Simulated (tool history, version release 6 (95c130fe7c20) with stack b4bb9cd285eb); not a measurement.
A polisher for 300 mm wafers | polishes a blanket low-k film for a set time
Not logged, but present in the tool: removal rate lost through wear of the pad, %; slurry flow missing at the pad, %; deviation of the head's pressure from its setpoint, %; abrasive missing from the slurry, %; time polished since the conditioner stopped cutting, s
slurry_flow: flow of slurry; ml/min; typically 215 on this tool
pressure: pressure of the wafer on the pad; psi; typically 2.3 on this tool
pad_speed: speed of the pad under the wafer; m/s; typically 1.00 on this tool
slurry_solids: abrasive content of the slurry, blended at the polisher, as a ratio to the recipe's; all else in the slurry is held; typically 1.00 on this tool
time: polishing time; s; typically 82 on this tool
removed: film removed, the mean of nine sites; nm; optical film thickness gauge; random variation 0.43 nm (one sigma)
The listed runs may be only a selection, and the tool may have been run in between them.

run    hour  slurry_flow  pressure  pad_speed  slurry_solids  time  wafers since the last listed run  wafers polished on this pad  hours since the slurry nozzle was cleaned  hours since the head pressure was calibrated  hours since the slurry blender was calibrated  hours since the conditioning disc was replaced  incoming thickness of the incoming film, nm  removed
  1     0.0          215       2.3       1.00           1.00    71                                 0                         1916                                      340.7                                         560.8                                          292.9                                            56.4                                        572.1     33.3
       14.6  -- slurry nozzle cleaned
  2    30.1          215       2.3       1.00           1.00    71                               260                         2176                                       15.5                                         590.9                                          323.0                                            86.5                                        587.1     33.2
       47.9  -- slurry blender recalibrated
       54.6  -- head pressure recalibrated
  3    55.1          215       1.7       1.00           1.00    82                               187                         2364                                       40.5                                           0.5                                            7.2                                           111.5                                        569.9     28.8
  4    81.3          215       2.3       1.24           1.00    82                               234                         2598                                       66.7                                          26.7                                           33.4                                           137.7                                        580.1     45.5
       99.1  -- worn pad replaced by a new one
  5   115.4          145       2.0       0.78           1.00   101                               269                          146                                      100.8                                          60.8                                           67.5                                           171.8                                        573.4     35.9
  6   170.0          215       2.3       1.00           1.15    82                               488                          634                                      155.4                                         115.4                                          122.1                                           226.4                                        569.7     43.2
  7   239.5          160       2.3       1.00           1.15    82                               621                         1256                                      224.9                                         184.9                                          191.6                                           295.9                                        578.4     41.2
  8   292.3          215       2.3       1.00           1.00    82                               472                         1728                                      277.7                                         237.7                                          244.4                                           348.7                                        579.2     39.1
      324.4  -- slurry nozzle cleaned
  9   329.4          215       1.5       1.00           1.00    96                               322                         2051                                        5.0                                         274.8                                          281.5                                           385.8                                        577.4     30.5
      364.1  -- slurry blender recalibrated
 10   377.2          215       2.3       1.00           1.00    82                               409                         2461                                       52.8                                         322.6                                           13.1                                           433.6                                        580.7     37.9
      414.6  -- conditioning disc replaced and pad reconditioned
 11   420.6          215       1.6       1.28           1.20    99                               370                         2832                                       96.2                                         366.0                                           56.5                                             6.0                                        579.1     43.0
 12   478.2          250       2.9       1.22           1.00    90                               515                         3347                                      153.8                                         423.6                                          114.1                                            63.6                                        587.8     63.1
      502.6  -- worn pad replaced by a new one
 13   523.8          215       2.8       0.82           0.85    82                               372                          189                                      199.4                                         469.2                                          159.7                                           109.2                                        578.3     38.9
 14   563.5          180       2.3       1.00           1.00    82                               355                          544                                      239.1                                         508.9                                          199.4                                           148.9                                        580.7     39.9
      606.4  -- head pressure recalibrated
 15   624.8          180       2.8       0.76           1.00    93                               530                         1075                                      300.4                                          18.4                                          260.7                                           210.2                                        578.0     42.4
 16   660.7          215       2.3       1.00           1.00    82                               321                         1396                                      336.3                                          54.3                                          296.6                                           246.1                                        571.7     38.7
      678.9  -- slurry blender recalibrated
      707.7  -- slurry nozzle cleaned
 17   726.1          215       2.3       0.86           1.00    82                               558                         1954                                       18.4                                         119.7                                           47.2                                           311.5                                        579.5     34.3
 18   781.6          215       2.9       1.00           1.00    98                               496                         2451                                       73.9                                         175.2                                          102.7                                           367.0                                        586.5     57.1
 19   814.3          190       1.8       0.66           0.90    82                               292                         2743                                      106.6                                         207.9                                          135.4                                           399.7                                        584.3     20.9
 20   853.9          155       2.0       1.00           1.00    82                               354                         3098                                      146.2                                         247.5                                          175.0                                           439.3                                        581.1     32.4
      869.4  -- conditioning disc replaced and pad reconditioned
      879.5  -- worn pad replaced by a new one
 21   919.8          215       2.3       1.00           1.00    82                               535                          361                                      212.1                                         313.4                                          240.9                                            50.4                                        583.4     40.7
 22   965.2          215       2.3       1.00           1.00    74                               406                          767                                      257.5                                         358.8                                          286.3                                            95.8                                        582.2     35.6
      990.4  -- slurry blender recalibrated
 23  1027.6          185       2.7       1.00           0.90    59                               540                         1307                                      319.9                                         421.2                                           37.2                                           158.2                                        578.6     30.7
     1044.9  -- slurry nozzle cleaned
 24  1082.0          215       2.3       1.00           1.00    82                               477                         1785                                       37.1                                         475.6                                           91.6                                           212.6                                        581.6     38.6

Take each entry between the runs: how does the hidden state at the last listed run before it differ from the hidden state at the first listed run after it?
Between runs 1 and 2: slurry nozzle cleaned (hour 14.6)
  removal rate lost through wear of the pad, %: 7.71 -> 8.04
  measured less the result without the state, removed: -2.8 -> -2.9 nm
Between runs 2 and 3: slurry blender recalibrated (hour 47.9); head pressure recalibrated (hour 54.6)
  removal rate lost through wear of the pad, %: 8.04 -> 8.25
  measured less the result without the state, removed: -2.9 -> -2.6 nm
Between runs 4 and 5: worn pad replaced by a new one (hour 99.1)
  removal rate lost through wear of the pad, %: 8.44 -> 1.27
  measured less the result without the state, removed: -4.2 -> -0.5 nm
Between runs 8 and 9: slurry nozzle cleaned (hour 324.4)
  removal rate lost through wear of the pad, %: 7.31 -> 7.79
  measured less the result without the state, removed: -3.1 -> -2.6 nm
Between runs 9 and 10: slurry blender recalibrated (hour 364.1)
  removal rate lost through wear of the pad, %: 7.79 -> 8.22
  measured less the result without the state, removed: -2.6 -> -3.4 nm
Between runs 10 and 11: conditioning disc replaced and pad reconditioned (hour 414.6)
  removal rate lost through wear of the pad, %: 8.22 -> 8.49
  measured less the result without the state, removed: -3.4 -> -4.0 nm
Between runs 12 and 13: worn pad replaced by a new one (hour 502.6)
  removal rate lost through wear of the pad, %: 8.73 -> 1.77
  measured less the result without the state, removed: -6.0 -> -0.7 nm
Between runs 14 and 15: head pressure recalibrated (hour 606.4)
  removal rate lost through wear of the pad, %: 3.89 -> 6.05
  measured less the result without the state, removed: -1.7 -> -2.8 nm
Between runs 16 and 17: slurry blender recalibrated (hour 678.9); slurry nozzle cleaned (hour 707.7)
  removal rate lost through wear of the pad, %: 6.89 -> 7.9
  measured less the result without the state, removed: -2.9 -> -3.0 nm
Between runs 20 and 21: conditioning disc replaced and pad reconditioned (hour 869.4); worn pad replaced by a new one (hour 879.5)
  removal rate lost through wear of the pad, %: 8.82 -> 3.2
  measured less the result without the state, removed: -3.1 -> -1.3 nm
Between runs 22 and 23: slurry blender recalibrated (hour 990.4)
  removal rate lost through wear of the pad, %: 5.22 -> 7
  measured less the result without the state, removed: -1.9 -> -2.3 nm
Between runs 23 and 24: slurry nozzle cleaned (hour 1044.9)
  removal rate lost through wear of the pad, %: 7 -> 7.96
  measured less the result without the state, removed: -2.3 -> -3.4 nm
